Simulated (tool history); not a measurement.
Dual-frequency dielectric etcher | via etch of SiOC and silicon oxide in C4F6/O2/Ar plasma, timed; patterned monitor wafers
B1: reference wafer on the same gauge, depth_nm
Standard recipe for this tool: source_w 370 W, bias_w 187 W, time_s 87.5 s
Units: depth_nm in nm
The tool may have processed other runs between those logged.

Run 1, hour 0: usual settings but bias_w 215 W; B1 109. Result: depth_nm 101.7 nm.
Run 2, hour 29.4: usual settings but bias_w 215 W; B1 109. Result: depth_nm 102.5 nm.
At hour 65.6: wet clean of the chamber.
Run 3, hour 66.1: usual settings; B1 109. Result: depth_nm 103 nm.
Run 4, hour 66.5: usual settings; B1 108.9. Result: depth_nm 103 nm.
Run 5, hour 94.9: usual settings; B1 108.9. Result: depth_nm 101.4 nm.
Run 6, hour 130.1: usual settings; B1 109. Result: depth_nm 101.6 nm.
Run 7, hour 157.2: usual settings; B1 108.8. Result: depth_nm 100.9 nm.
Run 8, hour 178.4: usual settings; B1 109.1. Result: depth_nm 101.3 nm.
Run 9, hour 195: usual settings but bias_w 198 W; B1 108.9. Result: depth_nm 102.5 nm.
Run 10, hour 223.5: usual settings but source_w 350 W, time_s 73.5 s; B1 109. Result: depth_nm 84.1 nm.
Run 11, hour 242.2: usual settings but source_w 350 W, time_s 73.5 s; B1 109. Result: depth_nm 83.6 nm.
At hour 245.9: gauge calibrated.
At hour 266.1: source power generator calibrated.
Run 12, hour 271.6: usual settings but source_w 350 W, time_s 73.5 s; B1 108.8. Result: depth_nm 83 nm.
Run 13, hour 298.7: usual settings; B1 108.8. Result: depth_nm 100.3 nm.
Run 14, hour 319.6: usual settings; B1 108.9. Result: depth_nm 100.2 nm.
Run 15, hour 350.5: usual settings; B1 109.1. Result: depth_nm 99.9 nm.
At hour 371.4: bias power generator calibrated.
Run 16, hour 371.8: usual settings; B1 109.2. Result: depth_nm 100.1 nm.
Run 17, hour 395.4: usual settings but bias_w 163 W; B1 109.1. Result: depth_nm 97.1 nm.
At hour 421.2: upper electrode replaced.
Run 18, hour 421.7: usual settings but source_w 350 W, time_s 73.5 s; B1 108.8. Result: depth_nm 81.3 nm.
Run 19, hour 443.6: usual settings but source_w 320 W, bias_w 204 W; B1 109.2. Result: depth_nm 96.3 nm.
Run 20, hour 463: usual settings but source_w 450 W, bias_w 217 W, time_s 63 s; B1 109.1. Result: depth_nm 78.6 nm.
At hour 511.6: wet clean of the chamber.
Run 21, hour 512.1: usual settings but bias_w 165 W, time_s 63 s; B1 109.1. Result: depth_nm 72 nm.
Run 22, hour 512.4: usual settings but source_w 330 W, bias_w 166 W, time_s 70.5 s; B1 109.1. Result: depth_nm 79.2 nm.
Run 23, hour 522.6: usual settings; B1 109. Result: depth_nm 103.8 nm.
Run 24, hour 542.4: usual settings but source_w 340 W, bias_w 227 W, time_s 73 s; B1 109. Result: depth_nm 88.5 nm.
Run 25, hour 555.7: usual settings but source_w 350 W, time_s 73.5 s; B1 109. Result: depth_nm 85.2 nm.
Run 26, hour 580.8: usual settings but source_w 310 W, time_s 79 s; B1 109. Result: depth_nm 89.2 nm.
Run 27, hour 614.7: usual settings but source_w 410 W, bias_w 208 W, time_s 76 s; B1 108.9. Result: depth_nm 94.4 nm.
Run 28, hour 643.2: usual settings but source_w 420 W, bias_w 215 W; B1 109.1. Result: depth_nm 108.9 nm.
Run 29, hour 666.3: usual settings; B1 108.9. Result: depth_nm 102.4 nm.
Run 30, hour 710.5: usual settings but source_w 420 W, bias_w 221 W, time_s 111.5 s; B1 108.9. Result: depth_nm 141.7 nm.
Run 31, hour 725.8: usual settings but bias_w 141 W; B1 109.1. Result: depth_nm 93.7 nm.

Alternative continuations, all from the tool just after run 31; predict every row:
Run A, hour 726.2: usual settings but source_w 440 W; B1 ?. Result: depth_nm ?.
Run B, hour 726.2: usual settings but source_w 340 W, bias_w 233 W, time_s 66.5 s; B1 ?. Result: depth_nm ?.
Run C, hour 726.2: usual settings but source_w 320 W, bias_w 166 W; B1 ?. Result: depth_nm ?.

run   B1  depth_nm
  A  109     106.2
  B  109      79.7
  C  109      93.3
The same runs, with their run-to-run variation unchanged, on a tool lacking any hidden condition would have given:
run  depth_nm
  A     107.9
  B      80.9
  C      94.8
